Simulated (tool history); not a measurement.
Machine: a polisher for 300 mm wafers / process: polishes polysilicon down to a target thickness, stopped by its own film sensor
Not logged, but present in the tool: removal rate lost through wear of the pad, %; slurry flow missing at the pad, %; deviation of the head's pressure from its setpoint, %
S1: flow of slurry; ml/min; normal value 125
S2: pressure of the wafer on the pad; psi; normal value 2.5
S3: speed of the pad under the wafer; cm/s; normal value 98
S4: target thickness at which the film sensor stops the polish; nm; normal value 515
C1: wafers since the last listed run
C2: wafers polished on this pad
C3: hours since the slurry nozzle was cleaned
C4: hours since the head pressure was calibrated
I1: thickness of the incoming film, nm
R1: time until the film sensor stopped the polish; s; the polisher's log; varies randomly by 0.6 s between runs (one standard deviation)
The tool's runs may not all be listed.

| run | hour | S1 | S2 | S3 | S4 | C1 | C2 | C3 | C4 | I1 | R1 |
|---|---|---|---|---|---|---|---|---|---|---|---|
| 1 | 0 | 125 | 2.5 | 98 | 515 | 0 | 2525 | 240.6 | 741.9 | 797.1 | 37.7 |
| 2 | 58.4 | 125 | 2.5 | 98 | 515 | 870 | 3396 | 299 | 800.3 | 784 | 36.8 |
| 3 | 118.1 | 125 | 2.5 | 98 | 515 | 890 | 4286 | 358.7 | 860 | 792.2 | 36.8 |
|  | 164.1 | worn pad replaced by a new one |
|  | 197.6 | slurry nozzle cleaned |
| 4 | 208.3 | 125 | 2.5 | 98 | 515 | 1270 | 643 | 10.7 | 950.2 | 789.8 | 36.1 |
| 5 | 259.9 | 125 | 2.5 | 98 | 515 | 769 | 1412 | 62.3 | 1001.8 | 797.9 | 37.8 |
| 6 | 323.1 | 125 | 2.5 | 78 | 466 | 942 | 2355 | 125.5 | 1065 | 792.4 | 51.7 |
| 7 | 374.6 | 125 | 2.5 | 98 | 515 | 767 | 3122 | 177 | 1116.5 | 793.7 | 36.7 |
| 8 | 424 | 125 | 2.5 | 112 | 515 | 736 | 3859 | 226.4 | 1165.9 | 806.8 | 34.6 |
|  | 485.8 | worn pad replaced by a new one |
| 9 | 488.8 | 125 | 2.5 | 112 | 515 | 906 | 44 | 291.2 | 1230.7 | 799.6 | 33.9 |
| 10 | 563.8 | 125 | 2.5 | 98 | 515 | 1118 | 1163 | 366.2 | 1305.7 | 810.4 | 38.8 |
|  | 577.1 | head pressure recalibrated |
| 11 | 626.2 | 125 | 2.5 | 98 | 515 | 900 | 2063 | 428.6 | 49.1 | 793.5 | 37.7 |
| 12 | 701.4 | 140 | 3.1 | 98 | 515 | 1121 | 3184 | 503.8 | 124.3 | 806 | 30.6 |
|  | 711.9 | slurry nozzle cleaned |
| 13 | 788.5 | 125 | 2.5 | 98 | 515 | 1283 | 4468 | 76.6 | 211.4 | 810.2 | 39.7 |
|  | 828.9 | worn pad replaced by a new one |
| 14 | 870.6 | 125 | 2.7 | 98 | 564 | 1164 | 622 | 158.7 | 293.5 | 798.6 | 29.2 |
| 15 | 954.1 | 145 | 2.1 | 86 | 588 | 1244 | 1866 | 242.2 | 377 | 789.5 | 35 |

What does the tool deliver on the next run?
| 16 | 1018.5 | 90 | 2.9 | 70 | 597 | 960 | 2827 | 306.6 | 441.4 | 804.6 | ? |

Run 16 came out at R1 34.3 s.
Take away the tool's hidden state, keep the run-to-run variation as it was, and the same run would have given R1 34.3 s.
